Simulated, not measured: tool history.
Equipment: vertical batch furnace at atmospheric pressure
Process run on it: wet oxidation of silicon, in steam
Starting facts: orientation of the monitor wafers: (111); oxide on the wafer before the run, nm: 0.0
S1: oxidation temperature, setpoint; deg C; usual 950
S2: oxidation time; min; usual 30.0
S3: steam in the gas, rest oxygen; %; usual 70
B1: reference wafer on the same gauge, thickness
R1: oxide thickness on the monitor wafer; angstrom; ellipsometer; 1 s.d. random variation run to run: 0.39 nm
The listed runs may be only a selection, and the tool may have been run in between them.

run	hour	S1	S2	S3	B1	R1
1	0.0	950	30.0	62	191.94	1635.9
2	9.4	950	30.0	70	191.85	1799.1
3	18.4	950	30.0	70	191.99	1789.1
4	33.5	950	30.0	70	191.96	1794.3
5	76.1	950	30.0	70	191.92	1790.5
6	83.5	950	30.0	70	191.95	1793.6
7	97.6	950	30.0	70	192.14	1791.8
8	113.4	950	30.0	70	191.89	1790.3
9	129.5	950	19.0	70	192.08	1249.0
10	139.9	950	30.0	70	191.92	1800.5
11	150.0	950	39.0	78	192.07	2390.6
12	157.0	950	38.5	70	191.99	2174.0
# hour 163.9: gauge calibrated
13	173.3	950	38.5	70	192.15	2163.7
14	179.9	950	38.5	70	192.07	2170.1
15	195.7	967	30.0	70	191.99	2092.8
16	209.5	967	30.0	70	192.05	2096.7
17	226.0	967	30.0	70	192.03	2098.6
18	232.6	950	30.0	70	192.03	1794.3
19	244.7	950	37.0	70	192.01	2109.0
# hour 282.4: steam generator serviced
20	282.9	937	30.0	70	191.98	1576.3
21	286.7	950	15.5	70	192.05	1053.8
22	290.5	950	30.0	70	191.89	1798.7
23	296.8	950	30.0	70	192.04	1793.5
# hour 324.3: thermocouples replaced and temperature profile calibrated
24	324.8	937	36.0	65	191.97	1647.3
25	328.6	974	19.0	70	192.09	1506.5
26	332.4	974	21.0	61	192.00	1468.1
27	341.8	966	24.0	78	191.98	1829.8
28	350.2	950	25.5	70	192.15	1508.9
29	384.8	950	18.0	70	191.96	1134.5
30	395.5	950	30.0	81	192.02	1922.8
31	402.2	950	30.0	60	192.10	1525.2
32	412.2	967	30.0	70	192.02	2020.2
33	418.6	965	39.5	77	192.11	2609.8
34	427.3	936	42.5	70	191.90	1981.5
35	444.1	974	21.0	61	192.01	1479.2
36	456.9	965	41.0	81	192.08	2779.6

What if the next run were any one of these 5? Each begins from the tool's condition after run 36:
A	460.8	950	30.0	70	?	?
B	460.8	950	15.0	64	?	?
C	460.8	950	41.5	70	?	?
D	460.8	942	39.5	70	?	?
E	460.8	933	39.0	59	?	?

run	B1	R1
A	192.11	1725.8
B	192.11	906.5
C	192.11	2215.6
D	192.11	1982.2
E	192.11	1571.1
With no hidden state in the tool, these same runs would have given:
run	R1
A	1700.0
B	890.6
C	2184.9
D	1954.1
E	1547.2

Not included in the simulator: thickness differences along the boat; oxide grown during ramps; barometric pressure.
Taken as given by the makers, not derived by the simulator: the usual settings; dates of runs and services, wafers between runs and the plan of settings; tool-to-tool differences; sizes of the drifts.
